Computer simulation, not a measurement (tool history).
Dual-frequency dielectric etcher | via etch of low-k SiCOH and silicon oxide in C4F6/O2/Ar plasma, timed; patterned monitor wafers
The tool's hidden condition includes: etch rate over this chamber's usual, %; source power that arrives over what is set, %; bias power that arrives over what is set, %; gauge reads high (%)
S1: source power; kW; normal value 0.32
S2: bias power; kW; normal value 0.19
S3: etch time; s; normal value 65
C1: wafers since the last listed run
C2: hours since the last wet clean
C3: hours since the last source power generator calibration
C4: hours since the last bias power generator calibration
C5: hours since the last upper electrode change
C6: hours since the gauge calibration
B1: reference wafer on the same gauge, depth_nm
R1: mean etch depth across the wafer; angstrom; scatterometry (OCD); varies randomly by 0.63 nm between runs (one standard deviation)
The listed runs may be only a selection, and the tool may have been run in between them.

run    hour    S1     S2    S3    C1     C2      C3      C4      C5     C6     B1    R1
  1       0  0.32   0.19    65     0     11  3706.2  1818.3  2744.1  344.8  152.1  1596
  2    84.8  0.32   0.19    65   827   95.8    3791  1903.1  2828.9  429.6  151.9  1596
  3   137.7  0.32  0.162    65   516  148.7  3843.9    1956  2881.8  482.5  152.1  1535
  4   213.7  0.32   0.19    65   741  224.7  3919.9    2032  2957.8  558.5    152  1614
  5   309.7  0.32   0.19    65   936  320.7  4015.9    2128  3053.8  654.5    152  1614
  6   356.6  0.32   0.19    65   457  367.6  4062.8  2174.9  3100.7  701.4  152.1  1628
      401.4  -- gauge calibrated
      426.5  -- wet clean of the chamber
  7     427  0.32  0.226    65   452    0.5  4133.2  2245.3  3171.1   25.6    152  1732
      436.1  -- source power generator calibrated
      491.3  -- upper electrode replaced
  8   498.7  0.32  0.226    65   426   72.2    62.6    2317     7.4   97.3  151.9  1756
  9   585.8  0.32   0.19    65   849  159.3   149.7  2404.1    94.5  184.4  151.9  1664
 10   682.8  0.32   0.19    65   946  256.3   246.7  2501.1   191.5  281.4    152  1679
      709.9  -- wet clean of the chamber, repeated, since the last time left the tool worse
      862.4  -- bias power generator calibrated
 11   986.6  0.25  0.152    65  2690  276.7   550.5   124.2   495.3  585.2    152  1368
     1044.8  -- gauge calibrated
 12  1057.5  0.28   0.19  53.5   691  347.6   621.4   195.1   566.2   12.7  152.1  1259
 13  1129.8  0.25  0.144    73   705  419.9   693.7   267.4   638.5     85  151.9  1529

What will run 14 give?
     1164.8  -- wet clean of the chamber
 14  1219.3  0.32  0.163  80  639  54.5  783.2  356.9  728  174.5   ?   ?

B1: 152
R1: 1897 angstrom
If the tool had no hidden condition, the same run with the same run-to-run variation would have returned R1 1891 angstrom.

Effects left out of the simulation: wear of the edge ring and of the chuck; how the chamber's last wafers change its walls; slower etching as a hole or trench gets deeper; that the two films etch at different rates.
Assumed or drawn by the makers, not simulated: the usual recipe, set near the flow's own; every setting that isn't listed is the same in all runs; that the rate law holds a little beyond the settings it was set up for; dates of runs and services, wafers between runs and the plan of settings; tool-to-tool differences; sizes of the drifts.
